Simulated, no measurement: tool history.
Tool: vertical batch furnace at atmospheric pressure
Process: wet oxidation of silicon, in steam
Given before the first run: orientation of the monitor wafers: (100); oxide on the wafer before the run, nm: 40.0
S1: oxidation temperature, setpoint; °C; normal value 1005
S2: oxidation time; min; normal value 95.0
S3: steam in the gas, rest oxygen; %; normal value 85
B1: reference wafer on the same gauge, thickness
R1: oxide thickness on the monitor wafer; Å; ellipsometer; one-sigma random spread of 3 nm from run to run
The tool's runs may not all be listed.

| run | hour | S1 | S2 | S3 | B1 | R1 |
|---|---|---|---|---|---|---|
| 1 | 0.0 | 1010 | 95.0 | 85 | 576.72 | 5603.8 |
| 2 | 19.3 | 1010 | 95.0 | 85 | 578.62 | 5629.9 |
| 3 | 34.5 | 1005 | 95.0 | 85 | 577.66 | 5438.5 |
| 4 | 64.2 | 1005 | 95.0 | 85 | 577.80 | 5480.8 |
| 5 | 114.4 | 991 | 95.0 | 85 | 576.80 | 4976.4 |
| 6 | 144.4 | 1005 | 95.0 | 85 | 579.00 | 5454.3 |
|  | 148.1 | gauge calibrated |
| 7 | 160.4 | 1005 | 95.0 | 85 | 577.94 | 5408.8 |
| 8 | 184.3 | 988 | 64.5 | 93 | 578.34 | 4030.8 |
|  | 221.3 | steam generator serviced |
|  | 236.0 | thermocouples replaced and temperature profile calibrated |
| 9 | 236.5 | 1005 | 95.0 | 85 | 577.63 | 5404.5 |
| 10 | 242.2 | 983 | 126.5 | 97 | 578.09 | 6145.4 |
| 11 | 269.7 | 1012 | 95.0 | 90 | 577.20 | 5880.9 |
| 12 | 286.5 | 1005 | 123.5 | 81 | 578.52 | 6206.6 |
| 13 | 322.4 | 1005 | 61.5 | 82 | 577.66 | 4037.0 |
| 14 | 356.8 | 991 | 50.5 | 88 | 578.46 | 3367.8 |

5 ways to go on from here, each from the tool as it stands after run 14. What would each give?
| A | 362.6 | 1005 | 95.0 | 85 | ? | ? |
| B | 362.6 | 1025 | 64.5 | 93 | ? | ? |
| C | 362.6 | 1005 | 117.5 | 80 | ? | ? |
| D | 362.6 | 981 | 110.5 | 89 | ? | ? |
| E | 362.6 | 992 | 82.5 | 95 | ? | ? |

| run | B1 | R1 |
|---|---|---|
| A | 578.23 | 5419.4 |
| B | 578.23 | 5066.6 |
| C | 578.23 | 5955.2 |
| D | 578.23 | 5277.3 |
| E | 578.23 | 4902.7 |
With the hidden condition removed and each run's random variation left untouched, the same runs would have given:
| run | R1 |
|---|---|
| A | 5419.4 |
| B | 5066.6 |
| C | 5955.2 |
| D | 5277.3 |
| E | 4902.7 |
